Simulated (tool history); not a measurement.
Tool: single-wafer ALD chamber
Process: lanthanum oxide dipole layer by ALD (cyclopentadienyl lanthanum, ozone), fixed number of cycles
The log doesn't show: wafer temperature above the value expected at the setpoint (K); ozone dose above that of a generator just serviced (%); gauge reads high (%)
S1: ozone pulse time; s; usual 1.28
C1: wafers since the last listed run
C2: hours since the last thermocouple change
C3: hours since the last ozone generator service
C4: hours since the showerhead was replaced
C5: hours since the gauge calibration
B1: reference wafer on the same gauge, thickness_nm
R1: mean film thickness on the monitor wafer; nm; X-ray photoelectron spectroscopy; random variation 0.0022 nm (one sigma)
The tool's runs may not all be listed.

{"run": 1, "day": 0.0, "S1": 1.28, "C1": 0, "C2": 159.3, "C3": 1124.2, "C4": 5268.5, "C5": 124.1, "B1": 0.49, "R1": 0.525}
{"run": 2, "day": 2.304, "S1": 1.28, "C1": 1241, "C2": 214.6, "C3": 1179.5, "C4": 5323.8, "C5": 179.4, "B1": 0.49, "R1": 0.523}
{"run": 3, "day": 6.175, "S1": 1.53, "C1": 2085, "C2": 307.5, "C3": 1272.4, "C4": 5416.7, "C5": 272.3, "B1": 0.49, "R1": 0.548}
{"run": 4, "day": 8.312, "S1": 1.28, "C1": 1151, "C2": 358.8, "C3": 1323.7, "C4": 5468.0, "C5": 323.6, "B1": 0.491, "R1": 0.52}
{"run": 5, "day": 12.612, "S1": 1.07, "C1": 2316, "C2": 462.0, "C3": 1426.9, "C4": 5571.2, "C5": 426.8, "B1": 0.49, "R1": 0.491}
{"run": 6, "day": 16.75, "S1": 1.07, "C1": 2228, "C2": 561.3, "C3": 1526.2, "C4": 5670.5, "C5": 526.1, "B1": 0.49, "R1": 0.49}
{"run": 7, "day": 19.912, "S1": 1.28, "C1": 1703, "C2": 637.2, "C3": 1602.1, "C4": 5746.4, "C5": 602.0, "B1": 0.489, "R1": 0.518}
{"run": 8, "day": 22.262, "S1": 1.28, "C1": 1265, "C2": 693.6, "C3": 1658.5, "C4": 5802.8, "C5": 658.4, "B1": 0.49, "R1": 0.516}
{"run": 9, "day": 24.979, "S1": 1.0, "C1": 1463, "C2": 758.8, "C3": 1723.7, "C4": 5868.0, "C5": 723.6, "B1": 0.489, "R1": 0.474}
{"run": 10, "day": 26.929, "S1": 1.0, "C1": 1050, "C2": 805.6, "C3": 1770.5, "C4": 5914.8, "C5": 770.4, "B1": 0.49, "R1": 0.471}
{"day": 28.9, "done": "ozone generator serviced"}
{"run": 11, "day": 29.75, "S1": 1.0, "C1": 1340, "C2": 873.3, "C3": 20.4, "C4": 5982.5, "C5": 838.1, "B1": 0.49, "R1": 0.492}
{"run": 12, "day": 33.583, "S1": 0.92, "C1": 2065, "C2": 965.3, "C3": 112.4, "C4": 6074.5, "C5": 930.1, "B1": 0.49, "R1": 0.476}
{"run": 13, "day": 39.246, "S1": 1.28, "C1": 3050, "C2": 1101.2, "C3": 248.3, "C4": 6210.4, "C5": 1066.0, "B1": 0.49, "R1": 0.53}
{"run": 14, "day": 42.858, "S1": 0.79, "C1": 1946, "C2": 1187.9, "C3": 335.0, "C4": 6297.1, "C5": 1152.7, "B1": 0.49, "R1": 0.446}
{"run": 15, "day": 46.317, "S1": 0.82, "C1": 1863, "C2": 1270.9, "C3": 418.0, "C4": 6380.1, "C5": 1235.7, "B1": 0.49, "R1": 0.45}
{"run": 16, "day": 48.592, "S1": 1.69, "C1": 1225, "C2": 1325.5, "C3": 472.6, "C4": 6434.7, "C5": 1290.3, "B1": 0.491, "R1": 0.555}
{"run": 17, "day": 52.329, "S1": 0.91, "C1": 2013, "C2": 1415.2, "C3": 562.3, "C4": 6524.4, "C5": 1380.0, "B1": 0.49, "R1": 0.467}
{"run": 18, "day": 56.783, "S1": 1.78, "C1": 2399, "C2": 1522.1, "C3": 669.2, "C4": 6631.3, "C5": 1486.9, "B1": 0.49, "R1": 0.557}
{"day": 57.317, "done": "thermocouple changed; heater temperature recalibrated"}
{"run": 19, "day": 58.688, "S1": 0.77, "C1": 846, "C2": 32.9, "C3": 714.9, "C4": 6677.0, "C5": 1532.6, "B1": 0.49, "R1": 0.43}
{"run": 20, "day": 60.979, "S1": 1.11, "C1": 1234, "C2": 87.9, "C3": 769.9, "C4": 6732.0, "C5": 1587.6, "B1": 0.49, "R1": 0.505}
{"run": 21, "day": 63.933, "S1": 1.55, "C1": 1591, "C2": 158.8, "C3": 840.8, "C4": 6802.9, "C5": 1658.5, "B1": 0.49, "R1": 0.547}
{"day": 65.212, "done": "gauge calibrated"}
{"run": 22, "day": 67.05, "S1": 1.15, "C1": 1678, "C2": 233.6, "C3": 915.6, "C4": 6877.7, "C5": 44.1, "B1": 0.49, "R1": 0.511}
{"run": 23, "day": 71.35, "S1": 1.28, "C1": 2316, "C2": 336.8, "C3": 1018.8, "C4": 6980.9, "C5": 147.3, "B1": 0.49, "R1": 0.521}
{"run": 24, "day": 74.162, "S1": 1.04, "C1": 1515, "C2": 404.3, "C3": 1086.3, "C4": 7048.4, "C5": 214.8, "B1": 0.49, "R1": 0.487}
{"day": 76.975, "done": "showerhead replaced"}
{"run": 25, "day": 78.075, "S1": 1.04, "C1": 1928, "C2": 498.2, "C3": 1180.2, "C4": 26.4, "C5": 308.7, "B1": 0.49, "R1": 0.489}
{"run": 26, "day": 80.083, "S1": 1.03, "C1": 1081, "C2": 546.4, "C3": 1228.4, "C4": 74.6, "C5": 356.9, "B1": 0.49, "R1": 0.484}
{"run": 27, "day": 83.908, "S1": 1.28, "C1": 2060, "C2": 638.2, "C3": 1320.2, "C4": 166.4, "C5": 448.7, "B1": 0.49, "R1": 0.524}
{"run": 28, "day": 88.35, "S1": 0.99, "C1": 2392, "C2": 744.8, "C3": 1426.8, "C4": 273.0, "C5": 555.3, "B1": 0.49, "R1": 0.473}
{"run": 29, "day": 91.729, "S1": 1.44, "C1": 1820, "C2": 825.9, "C3": 1507.9, "C4": 354.1, "C5": 636.4, "B1": 0.49, "R1": 0.53}
{"run": 30, "day": 94.262, "S1": 1.46, "C1": 1364, "C2": 886.7, "C3": 1568.7, "C4": 414.9, "C5": 697.2, "B1": 0.491, "R1": 0.536}
{"run": 31, "day": 97.825, "S1": 1.68, "C1": 1919, "C2": 972.2, "C3": 1654.2, "C4": 500.4, "C5": 782.7, "B1": 0.49, "R1": 0.548}
{"run": 32, "day": 100.683, "S1": 0.78, "C1": 1539, "C2": 1040.8, "C3": 1722.8, "C4": 569.0, "C5": 851.3, "B1": 0.49, "R1": 0.42}
{"run": 33, "day": 103.629, "S1": 1.28, "C1": 1586, "C2": 1111.5, "C3": 1793.5, "C4": 639.7, "C5": 922.0, "B1": 0.49, "R1": 0.514}
{"run": 34, "day": 107.617, "S1": 0.93, "C1": 2148, "C2": 1207.2, "C3": 1889.2, "C4": 735.4, "C5": 1017.7, "B1": 0.49, "R1": 0.451}
{"run": 35, "day": 111.792, "S1": 0.87, "C1": 2249, "C2": 1307.4, "C3": 1989.4, "C4": 835.6, "C5": 1117.9, "B1": 0.49, "R1": 0.437}

3 ways to go on from here, each from the tool as it stands after run 35. What would each give?
{"run": "A", "day": 111.808, "S1": 1.28, "C1": 8, "C2": 1307.8, "C3": 1989.8, "C4": 836.0, "C5": 1118.3, "B1": "?", "R1": "?"}
{"run": "B", "day": 111.808, "S1": 1.49, "C1": 8, "C2": 1307.8, "C3": 1989.8, "C4": 836.0, "C5": 1118.3, "B1": "?", "R1": "?"}
{"run": "C", "day": 111.808, "S1": 0.95, "C1": 8, "C2": 1307.8, "C3": 1989.8, "C4": 836.0, "C5": 1118.3, "B1": "?", "R1": "?"}

run=A B1=0.490 R1=0.509
run=B B1=0.490 R1=0.531
run=C B1=0.490 R1=0.455
Without the tool's hidden state the same runs would have given:
run=A R1=0.534
run=B R1=0.550
run=C R1=0.488
